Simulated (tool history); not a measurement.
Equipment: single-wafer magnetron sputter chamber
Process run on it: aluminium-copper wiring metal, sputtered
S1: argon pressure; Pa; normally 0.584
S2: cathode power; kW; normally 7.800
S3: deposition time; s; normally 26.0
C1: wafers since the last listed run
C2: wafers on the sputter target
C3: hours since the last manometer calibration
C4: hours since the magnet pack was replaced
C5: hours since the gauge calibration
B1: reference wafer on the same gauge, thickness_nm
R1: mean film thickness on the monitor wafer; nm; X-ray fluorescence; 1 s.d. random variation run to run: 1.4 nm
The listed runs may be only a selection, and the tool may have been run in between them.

run	hour	S1	S2	S3	C1	C2	C3	C4	C5	B1	R1
1	0.0	0.584	7.800	26.0	0	4330	321.9	3108.3	284.2	344.034	328.480
2	30.9	0.584	7.800	26.0	1254	5584	352.8	3139.2	315.1	344.143	325.882
3	47.3	0.584	7.800	26.0	665	6249	369.2	3155.6	331.5	343.971	328.891
4	79.3	0.584	7.800	26.0	1298	7548	401.2	3187.6	363.5	344.068	329.258
5	98.2	0.584	7.800	26.0	767	8315	420.1	3206.5	382.4	343.921	328.184
# hour 123.8: sputter target and shields replaced
6	124.3	0.584	7.800	24.7	734	20	446.2	3232.6	408.5	344.039	310.968
7	137.3	0.584	7.800	24.7	527	547	459.2	3245.6	421.5	343.789	309.333
8	160.0	0.584	7.800	24.7	921	1469	481.9	3268.3	444.2	344.202	313.912
9	189.4	0.436	7.800	26.0	1193	2662	511.3	3297.7	473.6	343.968	373.636
10	203.0	0.436	7.800	26.0	551	3214	524.9	3311.3	487.2	344.441	370.014
11	225.5	0.584	7.800	26.0	913	4127	547.4	3333.8	509.7	343.701	329.730
# hour 314.8: sputter target and shields replaced
12	323.3	0.584	7.800	26.0	3644	345	645.2	3431.6	607.5	344.096	326.911
13	337.6	0.584	6.550	24.8	580	925	659.5	3445.9	621.8	343.790	262.502
# hour 397.1: gauge calibrated
14	445.5	0.584	6.550	24.8	4379	5304	767.4	3553.8	48.4	343.975	262.826
15	470.4	0.584	7.800	26.0	1010	6315	792.3	3578.7	73.3	343.965	329.632
16	497.9	0.584	7.800	26.0	1116	7431	819.8	3606.2	100.8	344.066	327.900
17	519.5	0.584	7.800	26.0	876	8307	841.4	3627.8	122.4	343.925	327.746
# hour 530.0: sputter target and shields replaced
18	547.3	0.584	6.550	24.8	803	700	869.2	3655.6	150.2	343.900	262.309
19	567.4	0.584	8.500	27.8	815	1516	889.3	3675.7	170.3	343.799	379.072
# hour 607.1: capacitance manometer re-zeroed and calibrated
20	607.6	0.584	7.800	26.0	1306	2823	0.5	3715.9	210.5	343.922	329.804
21	638.7	0.584	7.800	22.2	1262	4085	31.6	3747.0	241.6	343.738	280.968
22	671.2	0.584	7.800	26.0	1319	5404	64.1	3779.5	274.1	344.276	330.056
23	701.9	0.584	7.800	26.0	1245	6650	94.8	3810.2	304.8	343.929	330.818
# hour 718.1: magnet pack replaced
# hour 725.7: sputter target and shields replaced
24	726.2	0.584	7.800	26.0	356	21	119.1	8.1	329.1	343.889	327.269
25	744.0	0.410	7.800	26.0	722	743	136.9	25.9	346.9	343.717	383.022
26	776.0	0.491	9.350	23.8	1298	2042	168.9	57.9	378.9	343.853	389.739
27	792.1	0.584	6.500	26.0	653	2695	185.0	74.0	395.0	344.099	274.999
28	819.3	0.584	6.600	23.6	1103	3799	212.2	101.2	422.2	343.886	251.923
29	893.3	0.584	7.800	26.0	3003	6803	286.2	175.2	496.2	343.718	327.661
30	905.5	0.584	9.350	22.6	495	7298	298.4	187.4	508.4	344.038	342.606
# hour 921.4: sputter target and shields replaced
31	921.9	0.801	7.800	21.1	340	22	314.8	203.8	524.8	343.995	225.225
32	952.3	0.485	9.200	23.3	1233	1255	345.2	234.2	555.2	343.929	379.635
33	979.4	0.584	9.750	27.8	1099	2355	372.3	261.3	582.3	343.839	434.957
# hour 982.2: gauge calibrated
34	1002.8	0.500	9.550	22.2	949	3305	395.7	284.7	20.6	343.930	371.562

Forecast each of these 5 alternatives for the next run:
A	1003.2	0.584	7.800	26.0	16	3321	396.1	285.1	21.0	?	?
B	1003.2	0.390	6.450	26.0	16	3321	396.1	285.1	21.0	?	?
C	1003.2	0.752	9.700	29.8	16	3321	396.1	285.1	21.0	?	?
D	1003.2	0.741	6.200	24.3	16	3321	396.1	285.1	21.0	?	?
E	1003.2	0.512	6.150	23.7	16	3321	396.1	285.1	21.0	?	?

run	B1	R1
A	344.038	327.862
B	344.038	321.920
C	344.038	406.438
D	344.038	213.728
E	344.038	250.813
Without the tool's unlogged condition, the same runs would have read:
run	R1
A	327.862
B	321.920
C	406.438
D	213.728
E	250.813
